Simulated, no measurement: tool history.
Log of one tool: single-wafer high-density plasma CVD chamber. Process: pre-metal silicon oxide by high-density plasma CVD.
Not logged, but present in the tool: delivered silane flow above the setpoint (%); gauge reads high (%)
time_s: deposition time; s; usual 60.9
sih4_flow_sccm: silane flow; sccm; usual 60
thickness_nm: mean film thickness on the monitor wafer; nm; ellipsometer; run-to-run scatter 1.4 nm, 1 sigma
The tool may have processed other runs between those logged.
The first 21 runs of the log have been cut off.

| run | hour | time_s | sih4_flow_sccm | wafers since the last listed run | hours since the silane flow controller was replaced | hours since the gauge calibration | read-back reference wafer on the same gauge, thickness_nm | thickness_nm |
|---|---|---|---|---|---|---|---|---|
| 22 | 1363.2 | 60.9 | 60 | 1194 | 4988.3 | 666.7 | 421.347 | 381.414 |
| 23 | 1409.2 | 71.7 | 68 | 917 | 5034.3 | 712.7 | 420.862 | 495.475 |
| 24 | 1472.7 | 53.8 | 63 | 1266 | 5097.8 | 776.2 | 421.025 | 348.108 |
| 25 | 1506.0 | 64.4 | 56 | 664 | 5131.1 | 809.5 | 421.021 | 381.581 |
| 26 | 1552.1 | 60.9 | 60 | 919 | 5177.2 | 855.6 | 420.710 | 383.099 |
| 27 | 1600.4 | 60.9 | 48 | 963 | 5225.5 | 903.9 | 421.105 | 321.636 |
| 28 | 1634.6 | 50.4 | 71 | 682 | 5259.7 | 938.1 | 420.846 | 361.064 |
| 29 | 1673.1 | 60.9 | 64 | 768 | 5298.2 | 976.6 | 421.286 | 403.052 |
| 30 | 1713.2 | 69.6 | 53 | 799 | 5338.3 | 1016.7 | 421.085 | 393.235 |
| 31 | 1744.1 | 51.2 | 67 | 616 | 5369.2 | 1047.6 | 421.244 | 351.368 |
| 32 | 1791.0 | 60.9 | 60 | 935 | 5416.1 | 1094.5 | 421.202 | 382.446 |
| 33 | 1815.8 | 60.9 | 60 | 494 | 5440.9 | 1119.3 | 420.398 | 380.576 |
|  | 1834.6 | silane flow controller replaced |
| 34 | 1853.7 | 60.9 | 60 | 596 | 19.1 | 1157.2 | 420.786 | 358.935 |
| 35 | 2008.1 | 67.0 | 64 | 3080 | 173.5 | 1311.6 | 421.175 | 419.986 |
| 36 | 2045.6 | 68.4 | 64 | 748 | 211.0 | 1349.1 | 420.718 | 427.499 |
| 37 | 2075.8 | 60.9 | 63 | 602 | 241.2 | 1379.3 | 421.139 | 375.207 |
| 38 | 2145.2 | 54.6 | 60 | 1384 | 310.6 | 1448.7 | 420.608 | 322.788 |
| 39 | 2199.3 | 53.5 | 69 | 1079 | 364.7 | 1502.8 | 420.835 | 357.660 |
| 40 | 2262.8 | 68.3 | 72 | 1266 | 428.2 | 1566.3 | 421.019 | 471.218 |
| 41 | 2307.0 | 64.6 | 51 | 881 | 472.4 | 1610.5 | 420.976 | 338.707 |

Forecast each of these 3 alternatives for the next run:
| A | 2307.4 | 60.9 | 60 | 7 | 472.8 | 1610.9 | ? | ? |
| B | 2307.4 | 55.1 | 60 | 7 | 472.8 | 1610.9 | ? | ? |
| C | 2307.4 | 49.2 | 66 | 7 | 472.8 | 1610.9 | ? | ? |

| run | read-back reference wafer on the same gauge, thickness_nm | thickness_nm |
|---|---|---|
| A | 420.839 | 364.173 |
| B | 420.839 | 329.490 |
| C | 420.839 | 317.687 |
Without the tool's hidden state the same runs would have given:
| run | thickness_nm |
|---|---|
| A | 363.862 |
| B | 329.209 |
| C | 317.416 |
